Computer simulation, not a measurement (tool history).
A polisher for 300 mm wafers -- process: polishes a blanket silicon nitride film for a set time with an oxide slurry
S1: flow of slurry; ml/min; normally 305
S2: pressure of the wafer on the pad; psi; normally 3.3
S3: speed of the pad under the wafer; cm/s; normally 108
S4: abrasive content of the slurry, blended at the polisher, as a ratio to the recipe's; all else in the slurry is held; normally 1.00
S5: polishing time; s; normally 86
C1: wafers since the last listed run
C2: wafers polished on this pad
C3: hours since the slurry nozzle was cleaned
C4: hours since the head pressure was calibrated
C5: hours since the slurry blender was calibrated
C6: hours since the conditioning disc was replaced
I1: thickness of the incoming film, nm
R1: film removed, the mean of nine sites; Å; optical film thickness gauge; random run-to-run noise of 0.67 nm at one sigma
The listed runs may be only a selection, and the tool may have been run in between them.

run 1 hour=0.0 | S1=305 S2=3.3 S3=108 S4=1.00 S5=86 | C1=0 C2=59 C3=789.2 C4=1168.4 C5=151.6 C6=234.7 | I1=398.7 | R1=421
-- hour=41.1 slurry nozzle cleaned
run 2 hour=43.8 | S1=305 S2=3.3 S3=108 S4=1.00 S5=76 | C1=421 C2=481 C3=2.7 C4=1212.2 C5=195.4 C6=278.5 | I1=399.3 | R1=361
-- hour=51.0 conditioning disc replaced and pad reconditioned
run 3 hour=58.2 | S1=395 S2=3.3 S3=98 S4=1.00 S5=86 | C1=122 C2=603 C3=17.1 C4=1226.6 C5=209.8 C6=7.2 | I1=396.6 | R1=426
run 4 hour=84.8 | S1=305 S2=3.3 S3=76 S4=0.80 S5=86 | C1=262 C2=865 C3=43.7 C4=1253.2 C5=236.4 C6=33.8 | I1=403.9 | R1=318
-- hour=184.3 head pressure recalibrated
run 5 hour=190.1 | S1=260 S2=2.6 S3=84 S4=1.00 S5=98 | C1=1017 C2=1883 C3=149.0 C4=5.8 C5=341.7 C6=139.1 | I1=401.7 | R1=293
run 6 hour=208.8 | S1=245 S2=3.3 S3=108 S4=1.20 S5=86 | C1=184 C2=2067 C3=167.7 C4=24.5 C5=360.4 C6=157.8 | I1=397.9 | R1=406
run 7 hour=221.1 | S1=380 S2=3.3 S3=108 S4=1.00 S5=86 | C1=121 C2=2188 C3=180.0 C4=36.8 C5=372.7 C6=170.1 | I1=397.9 | R1=392
run 8 hour=242.0 | S1=305 S2=4.0 S3=134 S4=1.00 S5=86 | C1=205 C2=2394 C3=200.9 C4=57.7 C5=393.6 C6=191.0 | I1=405.9 | R1=515
-- hour=260.6 worn pad replaced by a new one
run 9 hour=274.0 | S1=305 S2=3.3 S3=108 S4=1.00 S5=86 | C1=275 C2=132 C3=232.9 C4=89.7 C5=425.6 C6=223.0 | I1=402.5 | R1=370
run 10 hour=308.3 | S1=305 S2=3.9 S3=108 S4=1.00 S5=86 | C1=337 C2=470 C3=267.2 C4=124.0 C5=459.9 C6=257.3 | I1=405.2 | R1=428
-- hour=317.4 conditioning disc replaced and pad reconditioned
run 11 hour=324.0 | S1=305 S2=3.9 S3=108 S4=1.00 S5=86 | C1=134 C2=605 C3=282.9 C4=139.7 C5=475.6 C6=6.6 | I1=394.6 | R1=480
-- hour=341.7 slurry blender recalibrated
run 12 hour=358.1 | S1=360 S2=4.4 S3=88 S4=0.85 S5=86 | C1=316 C2=921 C3=317.0 C4=173.8 C5=16.4 C6=40.7 | I1=395.5 | R1=504
run 13 hour=393.4 | S1=270 S2=2.4 S3=88 S4=1.00 S5=86 | C1=347 C2=1269 C3=352.3 C4=209.1 C5=51.7 C6=76.0 | I1=401.6 | R1=291
run 14 hour=422.0 | S1=260 S2=2.6 S3=84 S4=1.00 S5=98 | C1=281 C2=1550 C3=380.9 C4=237.7 C5=80.3 C6=104.6 | I1=395.8 | R1=327
run 15 hour=446.5 | S1=245 S2=2.5 S3=88 S4=1.00 S5=75 | C1=241 C2=1792 C3=405.4 C4=262.2 C5=104.8 C6=129.1 | I1=404.6 | R1=246

For run 16, what comes out?
run 16 hour=479.3 | S1=370 S2=4.4 S3=86 S4=0.80 S5=86 | C1=323 C2=2115 C3=438.2 C4=295.0 C5=137.6 C6=161.9 | I1=408.3 | R1=?

For run 16 the tool returned R1 437 Å.
Without the tool's hidden state the same run would have given R1 531 Å.
